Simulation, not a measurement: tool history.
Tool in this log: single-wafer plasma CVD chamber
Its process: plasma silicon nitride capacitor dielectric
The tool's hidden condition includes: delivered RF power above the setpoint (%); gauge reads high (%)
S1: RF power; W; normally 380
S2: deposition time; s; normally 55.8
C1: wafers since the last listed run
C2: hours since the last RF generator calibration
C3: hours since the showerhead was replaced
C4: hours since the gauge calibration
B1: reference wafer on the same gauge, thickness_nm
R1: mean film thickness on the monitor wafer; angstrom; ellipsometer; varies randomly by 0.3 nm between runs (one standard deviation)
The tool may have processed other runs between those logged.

run,hour,S1,S2,C1,C2,C3,C4,B1,R1
1,0.0,400,55.8,0,1045.9,913.7,1214.4,70.946,813.32
2,49.1,400,55.8,984,1095.0,962.8,1263.5,70.958,807.87
3,146.0,380,47.5,1942,1191.9,1059.7,1360.4,70.999,682.81
# hour 222.3: gauge calibrated
4,244.4,380,47.5,1972,1290.3,1158.1,22.1,70.892,682.68
5,312.7,380,47.5,1369,1358.6,1226.4,90.4,71.028,684.19
6,371.4,380,55.8,1176,1417.3,1285.1,149.1,70.887,801.13
7,478.5,380,55.8,2146,1524.4,1392.2,256.2,70.946,807.02
8,562.6,380,55.8,1685,1608.5,1476.3,340.3,71.045,800.10
# hour 582.0: RF generator calibrated
9,654.2,330,55.8,1675,72.2,1567.9,431.9,70.908,780.41
10,744.9,380,55.8,1818,162.9,1658.6,522.6,71.051,808.25
11,906.2,380,55.8,3233,324.2,1819.9,683.9,70.915,803.48
12,971.9,380,55.8,1316,389.9,1885.6,749.6,70.930,797.96
13,1172.1,380,55.8,4012,590.1,2085.8,949.8,71.058,800.88
14,1231.4,380,55.8,1188,649.4,2145.1,1009.1,71.046,802.02
15,1336.9,340,44.7,2114,754.9,2250.6,1114.6,70.993,629.33
16,1419.0,380,61.7,1645,837.0,2332.7,1196.7,71.023,892.85
17,1490.0,355,59.1,1423,908.0,2403.7,1267.7,70.921,832.72
18,1545.2,400,49.4,1106,963.2,2458.9,1322.9,70.990,718.69
19,1738.2,455,60.4,3868,1156.2,2651.9,1515.9,71.086,903.70
# hour 1757.9: gauge calibrated
# hour 1915.7: showerhead replaced
20,1992.1,320,51.7,4928,1410.1,76.4,234.2,71.024,719.50
# hour 2063.0: RF generator calibrated
21,2072.4,400,49.4,1449,9.4,156.7,314.5,71.057,717.49
22,2148.0,455,62.1,1515,85.0,232.3,390.1,70.975,932.65
23,2190.8,430,66.1,857,127.8,275.1,432.9,70.931,979.32
24,2259.8,380,47.5,1383,196.8,344.1,501.9,70.951,687.72
25,2504.6,410,47.9,4906,441.6,588.9,746.7,71.032,704.43
26,2601.1,380,48.2,1934,538.1,685.4,843.2,71.109,690.36
27,2691.4,380,55.8,1810,628.4,775.7,933.5,71.003,803.05
28,2799.3,380,55.8,2162,736.3,883.6,1041.4,71.108,804.53

Branching from run 28: 4 alternative next runs. What would each branch give?
A,2799.7,380,58.8,8,736.7,884.0,1041.8,?,?
B,2799.7,315,45.3,8,736.7,884.0,1041.8,?,?
C,2799.7,420,49.3,8,736.7,884.0,1041.8,?,?
D,2799.7,380,47.8,8,736.7,884.0,1041.8,?,?

run,B1,R1
A,70.957,846.41
B,70.957,626.72
C,70.957,725.48
D,70.957,688.07
Stripped of hidden state, with their random variation kept, the same runs would have yielded:
run,R1
A,846.41
B,626.72
C,725.48
D,688.07

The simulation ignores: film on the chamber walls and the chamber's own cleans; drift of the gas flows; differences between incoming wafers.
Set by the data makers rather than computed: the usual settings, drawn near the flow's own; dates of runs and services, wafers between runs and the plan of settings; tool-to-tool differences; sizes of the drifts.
